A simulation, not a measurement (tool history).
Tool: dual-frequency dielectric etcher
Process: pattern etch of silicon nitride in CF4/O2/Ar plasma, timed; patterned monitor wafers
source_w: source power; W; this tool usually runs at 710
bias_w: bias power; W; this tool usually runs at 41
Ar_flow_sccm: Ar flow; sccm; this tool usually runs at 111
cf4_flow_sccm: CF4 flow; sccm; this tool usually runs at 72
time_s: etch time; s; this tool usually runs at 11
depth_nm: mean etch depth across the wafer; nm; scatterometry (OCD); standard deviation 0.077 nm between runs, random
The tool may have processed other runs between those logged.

run   hour  source_w  bias_w  Ar_flow_sccm  cf4_flow_sccm  time_s  read-back reference wafer on the same gauge, depth_nm  depth_nm
  1    0.0       710      41           111             72      11                                                  21.11     23.80
  2   15.7       710      41           127             72      11                                                  21.10     23.23
  3   40.0       710      41           127             72      11                                                  21.10     23.00
      79.3  -- wet clean of the chamber
  4   79.8       710      41           111             72      11                                                  21.10     24.60
  5   91.2       710      41           111             72      11                                                  21.09     24.66
     110.4  -- Ar flow controller replaced
  6  110.9       710      41           111             72      11                                                  21.10     24.61
     121.2  -- source power generator calibrated
  7  121.7       710      41           111             72      11                                                  21.09     24.50
  8  132.5       710      41           111             72      11                                                  21.10     24.48
  9  145.5       710      41           111             72      11                                                  21.10     24.44
 10  152.2       710      41           111             72      11                                                  21.12     24.45
     174.5  -- CF4 flow controller replaced
     184.9  -- gauge calibrated
     194.2  -- upper electrode replaced
 11  194.7       710      41           111             72      13                                                  21.10     29.02
 12  195.1       710      41           111             72      11                                                  21.11     24.42
 13  197.9       710      41           111             72      11                                                  21.10     24.37
 14  204.4       790      41           122             72      11                                                  21.11     26.74
 15  213.5       710      41            88             72      11                                                  21.10     25.51
     218.2  -- bias power generator calibrated
 16  231.0       550      34            92             72       9                                                  21.11     13.98
 17  249.4       710      41           111             72      11                                                  21.10     24.24
 18  259.0       620      49            98             72      11                                                  21.10     23.80
 19  265.3       710      41           111             72      11                                                  21.11     24.29
 20  279.4       570      51           121             62      11                                                  21.10     20.81
 21  290.9       710      41           136             63      11                                                  21.09     22.76

Each row is a separate what-if for the run after 21, all from the same tool condition, not one after another. Results?
  A  291.3       710      49           111             72      11                                                      ?         ?
  B  291.3       710      35           111             61      10                                                      ?         ?
  C  291.3       710      41           111             87      12                                                      ?         ?
  D  291.3       710      45           111             72      11                                                      ?         ?

run  read-back reference wafer on the same gauge, depth_nm  depth_nm
  A                                                  21.10     26.71
  B                                                  21.10     19.43
  C                                                  21.10     27.14
  D                                                  21.10     25.47
Without the tool's hidden state the same runs would have given:
run  depth_nm
  A     27.27
  B     19.83
  C     27.70
  D     26.00
